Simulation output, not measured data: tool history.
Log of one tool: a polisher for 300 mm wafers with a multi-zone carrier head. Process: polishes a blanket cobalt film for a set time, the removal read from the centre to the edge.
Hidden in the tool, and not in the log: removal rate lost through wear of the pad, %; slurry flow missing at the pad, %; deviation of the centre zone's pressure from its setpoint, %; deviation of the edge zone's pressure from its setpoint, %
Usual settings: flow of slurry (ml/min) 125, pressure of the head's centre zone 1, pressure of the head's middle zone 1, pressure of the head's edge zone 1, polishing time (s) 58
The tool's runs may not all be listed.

run	day	flow of slurry (ml/min)	pressure of the head's centre zone	pressure of the head's middle zone	pressure of the head's edge zone	polishing time (s)	wafers since the last listed run	wafers polished on this pad	hours since the slurry nozzle was cleaned	hours since the centre zone pressure was calibrated	hours since the edge zone pressure was calibrated	hours since the carrier head's membrane was replaced	incoming thickness of the incoming film, nm	film removed at the wafer's centre (Å)	film removed at mid-radius (Å)	film removed at the wafer's edge (Å)
1	0	125	1	0.91	1	58	0	20	335.1	227.6	595.8	1881.4	798.2	1725	1561	1609
# day 0.933: centre zone pressure recalibrated, repeated, since the last time left the tool worse
# day 1.171: slurry nozzle cleaned
2	4.208	125	1.09	0.89	1	58	899	920	72.9	78.6	696.8	1982.4	789	1746	1525	1660
# day 4.779: edge zone pressure recalibrated
3	5.55	125	1	1.09	1	58	277	1197	105.1	110.8	18.5	2014.6	790.1	1593	1753	1658
4	6.346	155	0.92	1	1.1	58	175	1372	124.2	129.9	37.6	2033.7	796.9	1532	1704	1812
5	7.754	145	1	1	1	41	310	1682	158	163.7	71.4	2067.5	784	1171	1191	1178
6	8.988	125	0.94	1	1	58	271	1954	187.6	193.3	101	2097.1	791.4	1498	1647	1637
# day 10.262: carrier head's membrane replaced by a new one
7	10.396	155	1	1.11	1	58	264	2219	221.4	227.1	134.8	3.2	783.4	1679	1794	1678
8	11.592	125	1	0.95	1	39	263	2482	250.1	255.8	163.5	31.9	778.4	1080	1070	1088
# day 12.196: worn pad replaced by a new one
9	13.067	125	0.89	0.94	1	51	288	191	285.5	291.2	198.9	67.3	792.5	1261	1374	1461
10	13.983	85	1	0.96	1	58	201	393	307.5	313.2	220.9	89.3	789.3	1444	1497	1572
11	14.954	125	1	1	1	40	213	607	330.8	336.5	244.2	112.6	776	1095	1127	1134
# day 15.496: slurry nozzle cleaned
12	15.95	145	1	0.97	1	58	210	817	10.9	360.4	268.1	136.5	785.5	1654	1669	1678

The next listed run, before its measurement:
13	17.388	125	1	1	1	58	316	1134	45.4	394.9	302.6	171	793.2	?	?	?

Run 13 gave film removed at the wafer's centre (Å) 1581, film removed at mid-radius (Å) 1662, film removed at the wafer's edge (Å) 1637.
Without the tool's hidden state the same run would have given film removed at the wafer's centre (Å) 1597, film removed at mid-radius (Å) 1662, film removed at the wafer's edge (Å) 1637.
